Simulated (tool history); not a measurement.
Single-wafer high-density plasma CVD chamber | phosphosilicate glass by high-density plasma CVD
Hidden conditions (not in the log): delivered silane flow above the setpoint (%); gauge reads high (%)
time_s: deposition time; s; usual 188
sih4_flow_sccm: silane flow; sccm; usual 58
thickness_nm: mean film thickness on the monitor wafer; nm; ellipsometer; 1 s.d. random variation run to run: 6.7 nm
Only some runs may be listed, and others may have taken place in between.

| run | hour | time_s | sih4_flow_sccm | wafers since the last listed run | hours since the silane flow controller was replaced | hours since the gauge calibration | read-back reference wafer on the same gauge, thickness_nm | thickness_nm |
|---|---|---|---|---|---|---|---|---|
| 1 | 0.0 | 164 | 58 | 0 | 1352.4 | 1479.8 | 959.056 | 1001.852 |
| 2 | 66.7 | 164 | 58 | 496 | 1419.1 | 1546.5 | 959.440 | 1006.265 |
| 3 | 127.6 | 164 | 58 | 453 | 1480.0 | 1607.4 | 960.590 | 999.615 |
| 4 | 165.5 | 188 | 53 | 282 | 1517.9 | 1645.3 | 959.839 | 1038.887 |
| 5 | 233.2 | 188 | 61 | 504 | 1585.6 | 1713.0 | 957.495 | 1212.891 |
| 6 | 275.1 | 167 | 58 | 312 | 1627.5 | 1754.9 | 959.289 | 1019.134 |
| 7 | 306.1 | 188 | 58 | 230 | 1658.5 | 1785.9 | 958.790 | 1147.596 |
| 8 | 335.2 | 188 | 58 | 216 | 1687.6 | 1815.0 | 958.718 | 1141.998 |
| 9 | 394.6 | 188 | 58 | 442 | 1747.0 | 1874.4 | 959.866 | 1154.360 |
| 10 | 460.8 | 188 | 58 | 493 | 1813.2 | 1940.6 | 960.160 | 1141.120 |
| 11 | 511.8 | 188 | 62 | 379 | 1864.2 | 1991.6 | 960.941 | 1224.209 |
| 12 | 544.3 | 166 | 50 | 242 | 1896.7 | 2024.1 | 960.626 | 870.711 |
| 13 | 601.4 | 166 | 50 | 425 | 1953.8 | 2081.2 | 958.877 | 872.088 |
| 14 | 657.8 | 188 | 58 | 420 | 2010.2 | 2137.6 | 959.756 | 1137.285 |
| 15 | 695.5 | 188 | 58 | 280 | 2047.9 | 2175.3 | 961.402 | 1133.269 |
| 16 | 761.8 | 188 | 66 | 493 | 2114.2 | 2241.6 | 958.867 | 1271.100 |
| 17 | 795.6 | 188 | 66 | 251 | 2148.0 | 2275.4 | 958.840 | 1272.081 |
| 18 | 821.9 | 188 | 58 | 195 | 2174.3 | 2301.7 | 958.905 | 1126.277 |
|  | 896.0 | silane flow controller replaced |
| 19 | 896.5 | 212 | 58 | 495 | 0.5 | 2376.3 | 960.025 | 1327.969 |
| 20 | 961.0 | 188 | 58 | 480 | 65.0 | 2440.8 | 959.509 | 1172.535 |
| 21 | 997.4 | 188 | 58 | 271 | 101.4 | 2477.2 | 960.756 | 1169.690 |
| 22 | 1135.8 | 188 | 58 | 1030 | 239.8 | 2615.6 | 958.709 | 1157.314 |
| 23 | 1163.2 | 188 | 58 | 204 | 267.2 | 2643.0 | 960.470 | 1172.994 |
| 24 | 1206.8 | 164 | 66 | 324 | 310.8 | 2686.6 | 960.201 | 1165.756 |
| 25 | 1250.1 | 188 | 50 | 322 | 354.1 | 2729.9 | 959.933 | 1013.183 |
| 26 | 1315.0 | 188 | 58 | 483 | 419.0 | 2794.8 | 958.250 | 1165.372 |
| 27 | 1365.8 | 150 | 49 | 378 | 469.8 | 2845.6 | 958.315 | 787.229 |
| 28 | 1423.3 | 168 | 67 | 428 | 527.3 | 2903.1 | 957.694 | 1197.583 |
|  | 1480.7 | gauge calibrated |
| 29 | 1491.1 | 209 | 65 | 504 | 595.1 | 10.4 | 957.801 | 1454.222 |
| 30 | 1518.4 | 156 | 48 | 203 | 622.4 | 37.7 | 959.896 | 809.857 |
| 31 | 1571.2 | 225 | 58 | 393 | 675.2 | 90.5 | 961.443 | 1390.678 |
| 32 | 1641.9 | 176 | 58 | 526 | 745.9 | 161.2 | 960.521 | 1089.364 |
| 33 | 1791.4 | 153 | 49 | 1113 | 895.4 | 310.7 | 961.723 | 793.118 |
| 34 | 1826.8 | 170 | 69 | 263 | 930.8 | 346.1 | 959.703 | 1240.733 |
| 35 | 1881.3 | 201 | 58 | 405 | 985.3 | 400.6 | 957.462 | 1240.751 |
| 36 | 2047.7 | 212 | 47 | 1239 | 1151.7 | 567.0 | 961.941 | 1051.101 |
| 37 | 2087.9 | 205 | 64 | 299 | 1191.9 | 607.2 | 959.871 | 1396.829 |
| 38 | 2114.1 | 188 | 58 | 195 | 1218.1 | 633.4 | 958.978 | 1143.036 |
| 39 | 2175.3 | 155 | 49 | 455 | 1279.3 | 694.6 | 960.637 | 800.981 |
| 40 | 2211.0 | 213 | 58 | 265 | 1315.0 | 730.3 | 962.552 | 1289.716 |
| 41 | 2263.7 | 215 | 63 | 392 | 1367.7 | 783.0 | 960.899 | 1424.052 |
| 42 | 2292.3 | 153 | 53 | 212 | 1396.3 | 811.6 | 960.987 | 851.247 |
| 43 | 2349.1 | 188 | 58 | 422 | 1453.1 | 868.4 | 960.309 | 1143.300 |
| 44 | 2413.0 | 154 | 50 | 475 | 1517.0 | 932.3 | 963.262 | 811.469 |
| 45 | 2460.8 | 203 | 69 | 355 | 1564.8 | 980.1 | 960.001 | 1457.888 |
| 46 | 2517.4 | 188 | 58 | 421 | 1621.4 | 1036.7 | 957.832 | 1149.902 |

Across each entry between runs, compare the hidden state at the last listed run before it with the hidden state at the first listed run after it:
In the gap between runs 18 and 19: silane flow controller replaced (hour 896.0)
  delivered silane flow above the setpoint (%): -4.75 -> -1.4
  difference, measured minus the result without the unlogged condition, thickness_nm: -56.148 -> -18.834 nm
In the gap between runs 28 and 29: gauge calibrated (hour 1480.7)
  delivered silane flow above the setpoint (%): -1.64 -> -1.7
  difference, measured minus the result without the unlogged condition, thickness_nm: -19.957 -> -25.224 nm

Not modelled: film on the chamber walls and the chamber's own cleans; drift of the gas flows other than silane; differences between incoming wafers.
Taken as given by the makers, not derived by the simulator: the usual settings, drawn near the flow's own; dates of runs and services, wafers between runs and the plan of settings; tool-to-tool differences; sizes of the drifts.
